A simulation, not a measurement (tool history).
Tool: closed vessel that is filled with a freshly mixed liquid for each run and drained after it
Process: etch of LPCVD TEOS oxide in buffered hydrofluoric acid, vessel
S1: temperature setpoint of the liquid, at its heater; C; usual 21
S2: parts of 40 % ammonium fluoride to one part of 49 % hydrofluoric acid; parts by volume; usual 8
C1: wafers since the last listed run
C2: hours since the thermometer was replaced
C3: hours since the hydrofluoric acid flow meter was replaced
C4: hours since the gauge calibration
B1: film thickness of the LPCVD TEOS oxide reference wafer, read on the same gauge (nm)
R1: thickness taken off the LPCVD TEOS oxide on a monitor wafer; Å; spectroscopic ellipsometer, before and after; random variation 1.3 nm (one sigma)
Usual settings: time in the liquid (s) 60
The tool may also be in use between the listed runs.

Run 1, hour 0: usual settings; C1 0; C2 1577.6; C3 514.3; C4 918; B1 48.35. Result: R1 1619.2 Å.
Run 2, hour 58.2: usual settings; C1 6723; C2 1635.8; C3 572.5; C4 976.2; B1 48.27. Result: R1 1600.4 Å.
Run 3, hour 108.6: usual settings; C1 5822; C2 1686.2; C3 622.9; C4 1026.6; B1 48.19. Result: R1 1607 Å.
Run 4, hour 300.4: usual settings; C1 22158; C2 1878; C3 814.7; C4 1218.4; B1 47.89. Result: R1 1585.2 Å.
Run 5, hour 349.6: usual settings; C1 5684; C2 1927.2; C3 863.9; C4 1267.6; B1 47.82. Result: R1 1595.3 Å.
Run 6, hour 394.3: usual settings; C1 5164; C2 1971.9; C3 908.6; C4 1312.3; B1 47.75. Result: R1 1576.2 Å.
Run 7, hour 421.5: usual settings; C1 3142; C2 1999.1; C3 935.8; C4 1339.5; B1 47.7. Result: R1 1591.5 Å.
At hour 440.6: gauge calibrated.
Run 8, hour 467.6: usual settings but time in the liquid (s) 80; C1 5325; C2 2045.2; C3 981.9; C4 27; B1 49.71. Result: R1 2221 Å.
Run 9, hour 502.4: usual settings but time in the liquid (s) 80; C1 4020; C2 2080; C3 1016.7; C4 61.8; B1 49.67. Result: R1 2209.1 Å.
Run 10, hour 529.2: usual settings but time in the liquid (s) 80; C1 3096; C2 2106.8; C3 1043.5; C4 88.6; B1 49.61. Result: R1 2198.7 Å.
Run 11, hour 582.2: usual settings but S1 24.5 C; C1 6123; C2 2159.8; C3 1096.5; C4 141.6; B1 49.49. Result: R1 2017.1 Å.
Run 12, hour 653: usual settings; C1 8179; C2 2230.6; C3 1167.3; C4 212.4; B1 49.41. Result: R1 1656.6 Å.
At hour 672.7: thermometer replaced.
Run 13, hour 710.1: usual settings but S1 19 C, time in the liquid (s) 80; C1 6481; C2 37.4; C3 1224.4; C4 269.5; B1 49.29. Result: R1 1959.8 Å.
Run 14, hour 743.7: usual settings; C1 3881; C2 71; C3 1258; C4 303.1; B1 49.29. Result: R1 1646.1 Å.
Run 15, hour 800.1: usual settings; C1 6515; C2 127.4; C3 1314.4; C4 359.5; B1 49.15. Result: R1 1637.3 Å.
At hour 848.1: hydrofluoric acid flow meter replaced.
Run 16, hour 867.8: usual settings but S1 22.5 C; C1 7705; C2 195.1; C3 19.7; C4 427.2; B1 49.08. Result: R1 1775.9 Å.
Run 17, hour 922.1: usual settings but S1 23.5 C, S2 5 parts by volume; C1 6273; C2 249.4; C3 74; C4 481.5; B1 49. Result: R1 2893 Å.
Run 18, hour 966.8: usual settings but S1 17.5 C, S2 10.5 parts by volume; C1 5164; C2 294.1; C3 118.7; C4 526.2; B1 48.93. Result: R1 1049.1 Å.
Run 19, hour 1001.8: usual settings but time in the liquid (s) 35; C1 4043; C2 329.1; C3 153.7; C4 561.2; B1 48.89. Result: R1 959 Å.
Run 20, hour 1065: usual settings but S1 17.5 C, S2 10 parts by volume, time in the liquid (s) 40; C1 7301; C2 392.3; C3 216.9; C4 624.4; B1 48.74. Result: R1 740.7 Å.
Run 21, hour 1100.2: usual settings; C1 4066; C2 427.5; C3 252.1; C4 659.6; B1 48.76. Result: R1 1634.6 Å.
Run 22, hour 1159.4: usual settings but S1 24 C; C1 6839; C2 486.7; C3 311.3; C4 718.8; B1 48.63. Result: R1 1930.2 Å.
Run 23, hour 1186.7: usual settings but time in the liquid (s) 30; C1 3153; C2 514; C3 338.6; C4 746.1; B1 48.61. Result: R1 818.4 Å.

The tool's hidden state at each run:
liquid colder than its thermometer reads (K): 0 in every run
hydrofluoric acid flow above the setpoint (%): 0 in every run
H1: gauge reads high (%)
run      H1
  1    -3.3
  2   -3.48
  3   -3.63
  4   -4.22
  5   -4.37
  6    -4.5
  7   -4.59
  8  -0.613
  9  -0.719
 10  -0.801
 11  -0.963
 12   -1.18
 13   -1.35
 14   -1.46
 15   -1.63
 16   -1.84
 17      -2
 18   -2.14
 19   -2.25
 20   -2.44
 21   -2.55
 22   -2.73
 23   -2.81
